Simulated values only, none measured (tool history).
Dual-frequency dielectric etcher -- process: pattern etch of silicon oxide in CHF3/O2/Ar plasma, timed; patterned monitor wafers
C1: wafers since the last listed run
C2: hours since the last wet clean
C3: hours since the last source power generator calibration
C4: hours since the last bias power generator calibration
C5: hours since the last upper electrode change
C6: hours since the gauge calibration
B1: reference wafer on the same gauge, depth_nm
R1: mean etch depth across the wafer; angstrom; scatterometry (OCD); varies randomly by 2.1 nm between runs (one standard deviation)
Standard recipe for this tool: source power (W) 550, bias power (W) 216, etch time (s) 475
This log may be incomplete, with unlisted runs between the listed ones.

Run 1, hour 0: usual settings; C1 0; C2 114.2; C3 1609.3; C4 970.8; C5 4179.6; C6 860.2; B1 1190.1. Result: R1 10510 angstrom.
At hour 29.7: gauge calibrated.
Run 2, hour 90.4: usual settings; C1 331; C2 204.6; C3 1699.7; C4 1061.2; C5 4270; C6 60.7; B1 1189.5. Result: R1 10441 angstrom.
Run 3, hour 171.4: usual settings; C1 296; C2 285.6; C3 1780.7; C4 1142.2; C5 4351; C6 141.7; B1 1189.7. Result: R1 10468 angstrom.
At hour 271.6: wet clean of the chamber.
Run 4, hour 272.1: usual settings; C1 281; C2 0.5; C3 1881.4; C4 1242.9; C5 4451.7; C6 242.4; B1 1190.4. Result: R1 10473 angstrom.
Run 5, hour 325.4: usual settings; C1 195; C2 53.8; C3 1934.7; C4 1296.2; C5 4505; C6 295.7; B1 1189.6. Result: R1 10432 angstrom.
Run 6, hour 433: usual settings but bias power (W) 236; C1 394; C2 161.4; C3 2042.3; C4 1403.8; C5 4612.6; C6 403.3; B1 1190.4. Result: R1 10781 angstrom.
Run 7, hour 523.9: usual settings but etch time (s) 367.5; C1 333; C2 252.3; C3 2133.2; C4 1494.7; C5 4703.5; C6 494.2; B1 1190.3. Result: R1 8063 angstrom.
At hour 592.5: upper electrode replaced.
Run 8, hour 593: usual settings but etch time (s) 367.5; C1 165; C2 321.4; C3 2202.3; C4 1563.8; C5 0.5; C6 563.3; B1 1189.6. Result: R1 8067 angstrom.
Run 9, hour 615.8: usual settings; C1 83; C2 344.2; C3 2225.1; C4 1586.6; C5 23.3; C6 586.1; B1 1189.3. Result: R1 10406 angstrom.
Run 10, hour 661.5: usual settings; C1 167; C2 389.9; C3 2270.8; C4 1632.3; C5 69; C6 631.8; B1 1190.7. Result: R1 10403 angstrom.
At hour 709.8: wet clean of the chamber.
Run 11, hour 710.3: usual settings but source power (W) 420; C1 90; C2 0.5; C3 2319.6; C4 1681.1; C5 117.8; C6 680.6; B1 1190. Result: R1 9652 angstrom.
Run 12, hour 786.1: usual settings but source power (W) 660, bias power (W) 263, etch time (s) 585; C1 277; C2 76.3; C3 2395.4; C4 1756.9; C5 193.6; C6 756.4; B1 1189.1. Result: R1 14405 angstrom.
At hour 800.1: source power generator calibrated.
Run 13, hour 833.1: usual settings; C1 157; C2 123.3; C3 33; C4 1803.9; C5 240.6; C6 803.4; B1 1189.9. Result: R1 10712 angstrom.
Run 14, hour 896.4: usual settings but source power (W) 630, bias power (W) 232, etch time (s) 513.5; C1 231; C2 186.6; C3 96.3; C4 1867.2; C5 303.9; C6 866.7; B1 1190.9. Result: R1 12329 angstrom.
At hour 943.1: gauge calibrated.
Run 15, hour 960.1: usual settings but source power (W) 480, bias power (W) 265; C1 233; C2 250.3; C3 160; C4 1930.9; C5 367.6; C6 17; B1 1190.8. Result: R1 11032 angstrom.
At hour 1062.3: source power generator calibrated, repeated, since the last time left the tool worse.
At hour 1064.6: bias power generator calibrated.
Run 16, hour 1067.3: usual settings; C1 369; C2 357.5; C3 5; C4 2.7; C5 474.8; C6 124.2; B1 1190.2. Result: R1 10497 angstrom.
At hour 1123.6: wet clean of the chamber.
Run 17, hour 1175.2: usual settings but source power (W) 450, etch time (s) 406.5; C1 307; C2 51.6; C3 112.9; C4 110.6; C5 582.7; C6 232.1; B1 1189.6. Result: R1 8471 angstrom.
Run 18, hour 1238.7: usual settings but source power (W) 450, etch time (s) 406.5; C1 232; C2 115.1; C3 176.4; C4 174.1; C5 646.2; C6 295.6; B1 1189.4. Result: R1 8538 angstrom.
Run 19, hour 1390.5: usual settings but source power (W) 600, bias power (W) 171, etch time (s) 548; C1 556; C2 266.9; C3 328.2; C4 325.9; C5 798; C6 447.4; B1 1189.7. Result: R1 11551 angstrom.
Run 20, hour 1433.2: usual settings but source power (W) 660, bias power (W) 261, etch time (s) 352; C1 156; C2 309.6; C3 370.9; C4 368.6; C5 840.7; C6 490.1; B1 1189.9. Result: R1 8785 angstrom.

What if the next run were any one of these 4? Each begins from the tool's condition after run 20:
Run A, hour 1433.7: usual settings but etch time (s) 334.5; C1 1; C2 310.1; C3 371.4; C4 369.1; C5 841.2; C6 490.6; B1 ?. Result: R1 ?.
Run B, hour 1433.7: usual settings but source power (W) 680, etch time (s) 526; C1 1; C2 310.1; C3 371.4; C4 369.1; C5 841.2; C6 490.6; B1 ?. Result: R1 ?.
Run C, hour 1433.7: usual settings but bias power (W) 232; C1 1; C2 310.1; C3 371.4; C4 369.1; C5 841.2; C6 490.6; B1 ?. Result: R1 ?.
Run D, hour 1433.7: usual settings but bias power (W) 246; C1 1; C2 310.1; C3 371.4; C4 369.1; C5 841.2; C6 490.6; B1 ?. Result: R1 ?.

run      B1     R1
  A  1190.1   7390
  B  1190.1  12361
  C  1190.1  10746
  D  1190.1  10960
With no hidden state in the tool, these same runs would have given:
run     R1
  A   7392
  B  12364
  C  10749
  D  10963
